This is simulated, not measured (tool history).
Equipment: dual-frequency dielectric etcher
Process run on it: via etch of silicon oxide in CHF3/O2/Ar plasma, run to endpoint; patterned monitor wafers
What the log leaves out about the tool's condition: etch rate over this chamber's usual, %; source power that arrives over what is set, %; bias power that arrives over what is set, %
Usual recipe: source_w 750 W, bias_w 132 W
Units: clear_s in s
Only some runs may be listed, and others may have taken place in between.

| run | day | source_w | bias_w | wafers since the last listed run | hours since the last wet clean | hours since the last source power generator calibration | hours since the last bias power generator calibration | hours since the last upper electrode change | incoming incoming film thickness, nm | clear_s |
|---|---|---|---|---|---|---|---|---|---|---|
| 1 | 0.000 | 750 | 132 | 0 | 338.9 | 3748.8 | 3796.8 | 4455.0 | 601.9 | 270.3 |
| 2 | 0.412 | 750 | 132 | 47 | 348.8 | 3758.7 | 3806.7 | 4464.9 | 595.3 | 265.6 |
| 3 | 0.871 | 750 | 132 | 52 | 359.8 | 3769.7 | 3817.7 | 4475.9 | 594.7 | 261.9 |
| 4 | 1.367 | 750 | 119 | 57 | 371.7 | 3781.6 | 3829.6 | 4487.8 | 595.0 | 268.5 |
| 5 | 1.800 | 750 | 119 | 49 | 382.1 | 3792.0 | 3840.0 | 4498.2 | 600.7 | 273.6 |
| 6 | 2.417 | 750 | 132 | 71 | 396.9 | 3806.8 | 3854.8 | 4513.0 | 589.6 | 263.0 |
| 7 | 3.029 | 750 | 132 | 70 | 411.6 | 3821.5 | 3869.5 | 4527.7 | 592.8 | 259.0 |
| 8 | 4.825 | 750 | 132 | 207 | 454.7 | 3864.6 | 3912.6 | 4570.8 | 596.9 | 262.6 |
| 9 | 5.246 | 750 | 132 | 48 | 464.8 | 3874.7 | 3922.7 | 4580.9 | 592.3 | 262.6 |
| 10 | 5.842 | 690 | 106 | 68 | 479.1 | 3889.0 | 3937.0 | 4595.2 | 596.9 | 277.2 |
| 11 | 6.204 | 690 | 106 | 41 | 487.8 | 3897.7 | 3945.7 | 4603.9 | 595.1 | 279.3 |
|  | 6.575 | source power generator calibrated |
| 12 | 6.596 | 690 | 106 | 25 | 497.2 | 0.5 | 3955.1 | 4613.3 | 598.5 | 280.1 |
| 13 | 6.796 | 750 | 132 | 23 | 502.0 | 5.3 | 3959.9 | 4618.1 | 596.9 | 262.4 |
| 14 | 8.588 | 750 | 132 | 206 | 545.0 | 48.3 | 4002.9 | 4661.1 | 597.6 | 264.4 |
|  | 9.204 | bias power generator calibrated |
| 15 | 9.317 | 750 | 132 | 64 | 562.5 | 65.8 | 2.7 | 4678.6 | 599.7 | 265.5 |
| 16 | 9.838 | 750 | 132 | 60 | 575.0 | 78.3 | 15.2 | 4691.1 | 596.5 | 262.4 |
| 17 | 10.346 | 750 | 132 | 58 | 587.2 | 90.5 | 27.4 | 4703.3 | 593.7 | 261.2 |
| 18 | 10.938 | 810 | 100 | 68 | 601.4 | 104.7 | 41.6 | 4717.5 | 601.3 | 274.0 |
|  | 12.371 | wet clean of the chamber |
| 19 | 12.392 | 750 | 132 | 52 | 0.5 | 139.6 | 76.5 | 4752.4 | 594.2 | 273.3 |
| 20 | 12.408 | 840 | 122 | 1 | 0.9 | 140.0 | 76.9 | 4752.8 | 599.7 | 273.1 |
| 21 | 12.425 | 750 | 132 | 1 | 1.3 | 140.4 | 77.3 | 4753.2 | 593.7 | 273.0 |
| 22 | 12.775 | 930 | 154 | 40 | 9.7 | 148.8 | 85.7 | 4761.6 | 597.4 | 252.4 |
| 23 | 13.342 | 880 | 132 | 65 | 23.3 | 162.4 | 99.3 | 4775.2 | 594.4 | 261.2 |
|  | 14.450 | upper electrode replaced |
| 24 | 15.275 | 750 | 112 | 107 | 69.7 | 208.8 | 145.7 | 19.8 | 600.6 | 281.6 |
| 25 | 16.012 | 750 | 113 | 85 | 87.4 | 226.5 | 163.4 | 37.5 | 598.3 | 280.0 |
| 26 | 16.617 | 940 | 132 | 69 | 101.9 | 241.0 | 177.9 | 52.0 | 591.4 | 251.7 |
| 27 | 17.354 | 680 | 118 | 85 | 119.6 | 258.7 | 195.6 | 69.7 | 595.9 | 282.4 |
| 28 | 17.662 | 920 | 152 | 35 | 127.0 | 266.1 | 203.0 | 77.1 | 594.7 | 248.0 |
| 29 | 18.083 | 590 | 156 | 48 | 137.1 | 276.2 | 213.1 | 87.2 | 589.3 | 276.0 |
| 30 | 18.475 | 930 | 154 | 45 | 146.5 | 285.6 | 222.5 | 96.6 | 596.1 | 250.2 |
| 31 | 19.188 | 750 | 132 | 82 | 163.6 | 302.7 | 239.6 | 113.7 | 596.2 | 273.6 |
| 32 | 19.804 | 750 | 132 | 71 | 178.4 | 317.5 | 254.4 | 128.5 | 598.9 | 272.4 |
| 33 | 20.292 | 750 | 132 | 56 | 190.1 | 329.2 | 266.1 | 140.2 | 595.0 | 269.5 |

A few steps of clear_s between consecutive runs. Split each: what settings, incoming material and random variation would produce without the hidden state, and what is left over for the hidden state, along with gauge scatter present in only one of the two compared results (measured, and without hidden state):
Run 7 -> 8: no setting changed, nothing entered. clear_s +3.6 s: hidden state -1.0, all else +4.6.
Run 13 -> 14: no setting changed, nothing entered. clear_s +2.0 s: hidden state -1.1, all else +3.1.
Run 18 -> 19: source_w 810 -> 750, bias_w 100 -> 132, wet clean of the chamber. clear_s -0.7 s: hidden state +13.1, all else -13.8.
Run 25 -> 26: source_w 750 -> 940, bias_w 113 -> 132. clear_s -28.3 s: hidden state -0.2, all else -28.1.
Run 26 -> 27: source_w 940 -> 680, bias_w 132 -> 118. clear_s +30.7 s: hidden state -0.5, all else +31.2.
Run 27 -> 28: source_w 680 -> 920, bias_w 118 -> 152. clear_s -34.4 s: hidden state -0.1, all else -34.3.

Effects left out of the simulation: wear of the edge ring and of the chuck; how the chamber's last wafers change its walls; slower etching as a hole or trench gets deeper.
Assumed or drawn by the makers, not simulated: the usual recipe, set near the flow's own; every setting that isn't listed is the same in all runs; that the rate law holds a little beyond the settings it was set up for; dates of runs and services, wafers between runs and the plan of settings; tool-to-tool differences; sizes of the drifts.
